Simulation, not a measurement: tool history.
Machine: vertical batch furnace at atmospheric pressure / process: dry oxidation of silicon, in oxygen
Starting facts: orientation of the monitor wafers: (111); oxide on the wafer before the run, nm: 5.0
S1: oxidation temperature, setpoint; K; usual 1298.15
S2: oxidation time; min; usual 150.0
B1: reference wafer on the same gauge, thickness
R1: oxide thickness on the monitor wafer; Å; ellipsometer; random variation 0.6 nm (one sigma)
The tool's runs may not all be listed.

run    hour       S1     S2      B1      R1
  1     0.0  1298.15  181.5  155.01  1675.3
       45.4  -- boat lift adjusted
       53.0  -- gauge calibrated
  2    57.8  1298.15  150.0  154.95  1532.5
  3   101.5  1298.15  150.0  155.08  1534.5
  4   140.8  1298.15  150.0  155.13  1542.6
  5   219.8  1298.15  150.0  155.03  1531.4
  6   263.8  1298.15  205.5  155.07  1845.2
  7   342.7  1298.15  205.5  154.91  1854.4
  8   424.4  1314.15  150.0  155.06  1682.9
  9   460.9  1314.15  150.0  154.88  1683.3
 10   545.4  1298.15  150.0  155.04  1528.9
 11   608.3  1298.15  150.0  155.02  1525.3
 12   682.4  1298.15  150.0  155.01  1527.0
 13   742.6  1311.15  150.0  154.96  1654.5
 14   785.5  1311.15  150.0  155.02  1657.5
 15   825.7  1287.15  150.0  155.03  1423.5
 16   899.4  1287.15  150.0  155.02  1427.6
 17   974.0  1287.15  150.0  154.99  1431.4
 18  1050.5  1298.15  150.0  154.93  1527.7
 19  1142.1  1314.15  222.0  154.88  2117.7
 20  1185.9  1298.15  150.0  154.93  1523.7
 21  1243.3  1283.15  116.0  154.91  1175.9
 22  1319.9  1298.15  188.5  155.12  1730.4
     1392.5  -- gauge calibrated
     1436.3  -- thermocouples replaced and temperature profile calibrated
 23  1554.1  1313.15  200.0  154.93  1951.8
 24  1652.9  1317.15  178.5  155.01  1858.7
     1682.2  -- boat lift adjusted
 25  1755.3  1312.15  130.5  154.98  1520.1
 26  1808.8  1298.15  150.0  155.13  1539.4
 27  1896.7  1319.15  170.0  155.10  1860.6
 28  1993.7  1313.15  200.0  154.90  1979.7
 29  2038.6  1298.15  150.0  155.04  1533.0
 30  2112.5  1298.15  150.0  154.99  1535.8
 31  2180.9  1318.15  150.0  154.97  1724.2
 32  2238.5  1315.15  101.5  154.98  1322.6
 33  2303.5  1304.15  169.5  154.93  1713.7
 34  2343.5  1277.15  185.0  155.18  1508.6

What does the tool deliver on the next run?
 35  2396.6  1317.15  203.0   ?   ?

{"run 35": {"B1": 154.91, "R1": 2040.0}}
Minus the tool's unlogged condition, the same run would have read R1 2048.7 Å.

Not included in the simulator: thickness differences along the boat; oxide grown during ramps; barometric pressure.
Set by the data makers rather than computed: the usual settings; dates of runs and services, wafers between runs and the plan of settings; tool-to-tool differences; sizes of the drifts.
